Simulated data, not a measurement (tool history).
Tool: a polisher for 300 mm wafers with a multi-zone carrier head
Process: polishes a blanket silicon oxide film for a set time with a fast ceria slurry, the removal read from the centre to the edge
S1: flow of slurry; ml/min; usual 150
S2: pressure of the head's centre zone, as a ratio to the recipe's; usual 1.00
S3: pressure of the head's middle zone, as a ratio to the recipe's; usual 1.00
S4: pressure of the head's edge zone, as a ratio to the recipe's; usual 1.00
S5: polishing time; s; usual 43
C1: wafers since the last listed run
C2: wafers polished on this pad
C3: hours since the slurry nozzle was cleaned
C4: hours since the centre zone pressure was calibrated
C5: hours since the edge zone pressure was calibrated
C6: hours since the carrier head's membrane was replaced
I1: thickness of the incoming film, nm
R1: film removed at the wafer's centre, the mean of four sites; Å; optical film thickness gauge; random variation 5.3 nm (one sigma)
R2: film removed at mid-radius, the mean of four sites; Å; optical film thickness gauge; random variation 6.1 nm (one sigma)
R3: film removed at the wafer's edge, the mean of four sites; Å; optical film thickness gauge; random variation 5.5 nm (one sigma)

run   hour   S1    S2    S3    S4  S5   C1    C2     C3     C4     C5      C6      I1    R1    R2    R3
  1    0.0  170  0.93  1.00  1.00  43    0    27  214.9  175.3  126.3  1799.3  3997.0  3895  4222  4287
      15.2  -- slurry nozzle cleaned
      23.5  -- carrier head's membrane replaced by a new one, of another model than before
  2   26.5  150  1.08  1.00  0.92  43  152   180   11.3  201.8  152.8     3.0  3983.3  4608  4150  4019
  3   49.3  150  1.00  1.00  1.00  43  169   350   34.1  224.6  175.6    25.8  4007.3  4115  4128  4154
  4   72.2  150  1.00  1.00  1.00  43  170   520   57.0  247.5  198.5    48.7  3938.6  4039  4001  4196
  5   99.3  150  1.08  1.00  1.00  52  201   722   84.1  274.6  225.6    75.8  3969.0  5633  4885  4945
  6  120.3  180  1.04  1.00  1.03  53  156   878  105.1  295.6  246.6    96.8  4004.6  5543  5063  5327
  7  148.6  195  0.91  1.00  1.00  53  210  1089  133.4  323.9  274.9   125.1  3992.0  4369  5047  5204
  8  174.7  150  0.93  1.00  1.00  43  194  1283  159.5  350.0  301.0   151.2  4046.9  3522  3907  4020
  9  197.8  150  1.00  1.00  1.09  43  172  1456  182.6  373.1  324.1   174.3  3968.7  3920  3883  4113
 10  232.6  150  1.00  1.00  1.00  39  259  1715  217.4  407.9  358.9   209.1  4019.7  3593  3440  3518
     240.3  -- worn pad replaced by a new one
 11  284.4  200  1.06  1.00  1.11  56  356   328  269.2  459.7  410.7   260.9  4000.2  6312  5574  5887
 12  306.0  150  1.00  1.00  1.00  43  160   489  290.8  481.3  432.3   282.5  3980.1  4065  4154  4198
     320.2  -- slurry nozzle cleaned
 13  340.0  120  1.00  1.00  1.00  43  245   735   19.8  515.3  466.3   316.5  4035.2  3879  3849  4013
 14  361.6  150  1.00  1.00  1.00  43  160   895   41.4  536.9  487.9   338.1  4060.9  4011  4064  4205
 15  390.4  150  1.00  1.05  1.00  43  214  1110   70.2  565.7  516.7   366.9  4014.3  4025  4021  4050
 16  438.2  150  0.94  1.00  1.00  43  356  1466  118.0  613.5  564.5   414.7  3952.1  3655  3950  3956
     459.6  -- worn pad replaced by a new one
 17  469.8  130  1.00  0.90  1.00  43  205    75  149.6  645.1  596.1   446.3  3984.7  4043  3923  4210
 18  483.4  150  1.00  1.00  0.92  43  101   177  163.2  658.7  609.7   459.9  4054.4  4088  4144  4098
 19  516.7  150  1.00  1.00  1.00  43  248   425  196.5  692.0  643.0   493.2  3952.0  4098  4086  4204
     536.1  -- edge zone pressure recalibrated
 20  537.3  125  1.04  0.91  1.00  37  138   563  217.1  712.6    1.2   513.8  3996.0  3666  3254  3534
 21  561.1  150  0.90  1.00  1.00  35  177   741  240.9  736.4   25.0   537.6  3992.4  2712  3376  3415
 22  583.1  105  0.95  1.09  1.00  58  163   904  262.9  758.4   47.0   559.6  4036.0  4725  5217  5236

Forecast each of these 4 alternatives for the next run:
  A  583.5  110  1.00  1.00  1.00  43   2  907  263.3  758.8  47.4  560.0  4019.2   ?   ?   ?
  B  583.5  150  1.08  0.91  0.94  52   2  907  263.3  758.8  47.4  560.0  4019.2   ?   ?   ?
  C  583.5  135  0.97  0.88  0.97  43   2  907  263.3  758.8  47.4  560.0  4019.2   ?   ?   ?
  D  583.5  165  1.00  1.00  0.94  43   2  907  263.3  758.8  47.4  560.0  4019.2   ?   ?   ?

run    R1    R2    R3
  A  3740  3813  3936
  B  5488  4733  4880
  C  3718  3803  4017
  D  4072  4110  4079
Without the tool's hidden state the same runs would have given:
run    R1    R2    R3
  A  3805  3879  4004
  B  5584  4816  4965
  C  3782  3869  4087
  D  4142  4182  4150

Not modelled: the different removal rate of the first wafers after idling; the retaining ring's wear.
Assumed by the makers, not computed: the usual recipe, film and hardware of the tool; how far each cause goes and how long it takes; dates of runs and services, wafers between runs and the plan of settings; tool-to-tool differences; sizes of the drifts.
